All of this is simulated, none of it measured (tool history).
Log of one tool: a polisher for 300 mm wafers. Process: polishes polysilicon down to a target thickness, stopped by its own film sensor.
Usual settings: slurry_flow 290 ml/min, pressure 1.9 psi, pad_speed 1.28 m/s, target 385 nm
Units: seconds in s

run    hour  slurry_flow  pressure  pad_speed  target  wafers since the last listed run  wafers polished on this pad  hours since the slurry nozzle was cleaned  hours since the head pressure was calibrated  incoming thickness of the incoming film, nm  seconds
  1     0.0          290       1.9       1.50     405                                 0                         8983                                      103.3                                         704.7                                        644.7     35.6
  2    67.1          290       1.9       1.50     405                               945                         9928                                      170.4                                         771.8                                        656.3     36.9
  3   153.7          290       1.9       1.50     405                              1219                        11147                                      257.0                                         858.4                                        636.6     34.1
      185.6  -- worn pad replaced by a new one
  4   228.4          290       1.9       1.28     385                               995                          603                                      331.7                                         933.1                                        647.1     45.8
  5   307.1          290       1.9       1.28     385                              1108                         1711                                      410.4                                        1011.8                                        652.2     46.6
  6   349.3          290       1.9       1.28     385                               594                         2306                                      452.6                                        1054.0                                        645.9     44.9
  7   416.0          290       1.9       1.46     340                               939                         3245                                      519.3                                        1120.7                                        640.9     46.0
      438.4  -- head pressure recalibrated
  8   459.0          290       1.9       1.46     340                               577                         3823                                      562.3                                          20.6                                        643.3     45.6
  9   542.1          290       1.9       1.28     385                              1170                         4993                                      645.4                                         103.7                                        647.2     45.6
 10   618.5          290       1.9       1.28     385                              1076                         6069                                      721.8                                         180.1                                        644.7     45.0
      631.2  -- slurry nozzle cleaned
 11   804.1          290       1.9       1.28     385                              2600                         8669                                      172.9                                         365.7                                        644.8     45.2
 12   854.6          290       1.9       1.48     385                               711                         9380                                      223.4                                         416.2                                        652.3     39.8
      865.2  -- worn pad replaced by a new one
 13   927.3          290       1.9       1.28     385                               967                          874                                      296.1                                         488.9                                        647.8     44.6
 14  1020.3          290       1.9       1.28     385                              1309                         2184                                      389.1                                         581.9                                        655.3     47.5
 15  1075.6          290       1.9       1.28     385                               778                         2962                                      444.4                                         637.2                                        651.2     45.8
 16  1398.7          290       1.9       1.28     385                              4550                         7513                                      767.5                                         960.3                                        651.9     46.5
 17  1460.6          200       1.9       1.62     385                               871                         8385                                      829.4                                        1022.2                                        642.3     36.0
     1535.2  -- worn pad replaced by a new one
 18  1537.4          325       1.9       1.10     313                              1025                           30                                      906.2                                        1099.0                                        658.0     68.0
     1551.6  -- slurry nozzle cleaned
 19  1631.9          290       1.9       1.28     300                              1316                         1347                                       80.3                                        1193.5                                        654.6     61.6
     1676.1  -- head pressure recalibrated
 20  1694.5          290       1.9       1.28     385                               853                         2201                                      142.9                                          18.4                                        648.9     46.0
 21  1950.1          290       1.9       1.28     385                              3600                         5801                                      398.5                                         274.0                                        646.9     46.0
 22  2014.4          290       1.4       1.70     385                               905                         6707                                      462.8                                         338.3                                        651.5     47.5
 23  2085.3          290       1.5       1.02     318                               998                         7705                                      533.7                                         409.2                                        650.1     92.0
 24  2132.6          290       1.9       1.28     466                               666                         8372                                      581.0                                         456.5                                        646.0     31.1
 25  2180.0          240       2.6       1.02     419                               667                         9039                                      628.4                                         503.9                                        662.4     39.2
 26  2226.0          230       1.9       1.46     433                               647                         9687                                      674.4                                         549.9                                        647.7     33.1
     2308.6  -- worn pad replaced by a new one
 27  2328.2          290       1.9       1.28     385                              1383                          275                                      776.6                                         652.1                                        652.1     47.0
     2341.3  -- slurry nozzle cleaned
 28  2399.0          315       1.9       1.28     473                               983                         1258                                       57.7                                         722.9                                        657.8     31.4
 29  2451.0          290       1.9       1.28     385                               732                         1991                                      109.7                                         774.9                                        650.1     45.5
 30  2503.5          290       1.7       1.10     464                               739                         2730                                      162.2                                         827.4                                        652.6     42.5

Run 31 comes next. What will it give?
 31  2542.7          335       2.5       1.46     417                               552                         3282                                      201.4                                         866.6                                        649.6        ?

Run 31 gave seconds 26.8 s.
Without the tool's hidden state the same run would have given seconds 26.8 s.
